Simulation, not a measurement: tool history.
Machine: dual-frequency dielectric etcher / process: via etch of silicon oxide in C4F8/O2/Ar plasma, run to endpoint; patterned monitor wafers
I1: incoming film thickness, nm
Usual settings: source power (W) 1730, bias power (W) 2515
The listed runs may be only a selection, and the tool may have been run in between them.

{"run": 1, "hour": 0.0, "source power (W)": 1730, "bias power (W)": 2515, "I1": 2075.1, "endpoint time (s)": 414.8}
{"hour": 54.9, "done": "source power generator calibrated"}
{"hour": 71.9, "done": "wet clean of the chamber"}
{"run": 2, "hour": 72.4, "source power (W)": 1730, "bias power (W)": 2515, "I1": 2095.8, "endpoint time (s)": 421.5}
{"run": 3, "hour": 85.7, "source power (W)": 1880, "bias power (W)": 2746, "I1": 2097.8, "endpoint time (s)": 391.4}
{"hour": 158.6, "done": "bias power generator calibrated"}
{"run": 4, "hour": 159.1, "source power (W)": 1880, "bias power (W)": 2746, "I1": 2081.3, "endpoint time (s)": 386.2}
{"run": 5, "hour": 257.7, "source power (W)": 1430, "bias power (W)": 2515, "I1": 2084.0, "endpoint time (s)": 477.4}
{"hour": 316.2, "done": "upper electrode replaced"}
{"run": 6, "hour": 316.7, "source power (W)": 1430, "bias power (W)": 2515, "I1": 2095.7, "endpoint time (s)": 473.9}
{"run": 7, "hour": 400.1, "source power (W)": 1430, "bias power (W)": 2515, "I1": 2077.1, "endpoint time (s)": 466.8}
{"run": 8, "hour": 436.5, "source power (W)": 1730, "bias power (W)": 2515, "I1": 2087.3, "endpoint time (s)": 418.5}
{"run": 9, "hour": 526.3, "source power (W)": 1730, "bias power (W)": 2515, "I1": 2093.7, "endpoint time (s)": 416.1}
{"run": 10, "hour": 633.6, "source power (W)": 1730, "bias power (W)": 2515, "I1": 2084.0, "endpoint time (s)": 414.9}
{"run": 11, "hour": 719.2, "source power (W)": 1500, "bias power (W)": 2994, "I1": 2103.6, "endpoint time (s)": 436.9}
{"hour": 795.5, "done": "wet clean of the chamber"}
{"run": 12, "hour": 820.9, "source power (W)": 2160, "bias power (W)": 3063, "I1": 2087.7, "endpoint time (s)": 350.6}
{"run": 13, "hour": 1003.0, "source power (W)": 2060, "bias power (W)": 2121, "I1": 2100.7, "endpoint time (s)": 387.0}
{"run": 14, "hour": 1059.5, "source power (W)": 1370, "bias power (W)": 3099, "I1": 2096.3, "endpoint time (s)": 470.5}
{"run": 15, "hour": 1128.4, "source power (W)": 1730, "bias power (W)": 2515, "I1": 2085.3, "endpoint time (s)": 414.0}
{"run": 16, "hour": 1230.0, "source power (W)": 2060, "bias power (W)": 2515, "I1": 2116.4, "endpoint time (s)": 380.1}
{"run": 17, "hour": 1296.2, "source power (W)": 1330, "bias power (W)": 2999, "I1": 2090.4, "endpoint time (s)": 477.5}
{"run": 18, "hour": 1345.5, "source power (W)": 1880, "bias power (W)": 3127, "I1": 2079.5, "endpoint time (s)": 374.7}
{"run": 19, "hour": 1432.8, "source power (W)": 1890, "bias power (W)": 2293, "I1": 2062.1, "endpoint time (s)": 400.0}
{"hour": 1520.2, "done": "wet clean of the chamber"}
{"run": 20, "hour": 1526.0, "source power (W)": 1730, "bias power (W)": 3123, "I1": 2093.4, "endpoint time (s)": 399.3}
{"run": 21, "hour": 1608.6, "source power (W)": 1980, "bias power (W)": 3125, "I1": 2090.2, "endpoint time (s)": 369.0}
{"run": 22, "hour": 1666.7, "source power (W)": 2140, "bias power (W)": 2689, "I1": 2090.8, "endpoint time (s)": 359.5}
{"run": 23, "hour": 1739.4, "source power (W)": 1730, "bias power (W)": 2515, "I1": 2103.5, "endpoint time (s)": 421.1}
{"run": 24, "hour": 1786.3, "source power (W)": 1970, "bias power (W)": 3042, "I1": 2095.7, "endpoint time (s)": 374.0}
{"hour": 1802.0, "done": "source power generator calibrated"}
{"run": 25, "hour": 1841.7, "source power (W)": 1430, "bias power (W)": 2515, "I1": 2094.1, "endpoint time (s)": 474.2}
{"run": 26, "hour": 1913.3, "source power (W)": 1930, "bias power (W)": 2515, "I1": 2103.5, "endpoint time (s)": 390.1}
{"run": 27, "hour": 2016.6, "source power (W)": 1730, "bias power (W)": 2515, "I1": 2080.0, "endpoint time (s)": 419.1}
{"hour": 2111.5, "done": "bias power generator calibrated"}
{"hour": 2309.5, "done": "wet clean of the chamber"}
{"run": 28, "hour": 2322.5, "source power (W)": 1730, "bias power (W)": 2515, "I1": 2087.4, "endpoint time (s)": 415.4}
{"run": 29, "hour": 2358.8, "source power (W)": 1730, "bias power (W)": 2515, "I1": 2093.8, "endpoint time (s)": 416.4}
{"run": 30, "hour": 2441.8, "source power (W)": 1860, "bias power (W)": 2978, "I1": 2117.3, "endpoint time (s)": 389.6}
{"run": 31, "hour": 2484.9, "source power (W)": 1730, "bias power (W)": 2515, "I1": 2117.8, "endpoint time (s)": 420.6}
{"run": 32, "hour": 2713.2, "source power (W)": 1730, "bias power (W)": 2053, "I1": 2101.4, "endpoint time (s)": 434.8}
{"run": 33, "hour": 2784.0, "source power (W)": 1730, "bias power (W)": 2515, "I1": 2088.0, "endpoint time (s)": 414.2}
{"run": 34, "hour": 2885.3, "source power (W)": 1730, "bias power (W)": 2515, "I1": 2085.7, "endpoint time (s)": 416.0}

Exercise: give the hidden state of the tool at every run:
etch rate over this chamber's usual, %: 0 on each run
source power that arrives over what is set, %: 0 on each run
bias power that arrives over what is set, %: 0 on each run

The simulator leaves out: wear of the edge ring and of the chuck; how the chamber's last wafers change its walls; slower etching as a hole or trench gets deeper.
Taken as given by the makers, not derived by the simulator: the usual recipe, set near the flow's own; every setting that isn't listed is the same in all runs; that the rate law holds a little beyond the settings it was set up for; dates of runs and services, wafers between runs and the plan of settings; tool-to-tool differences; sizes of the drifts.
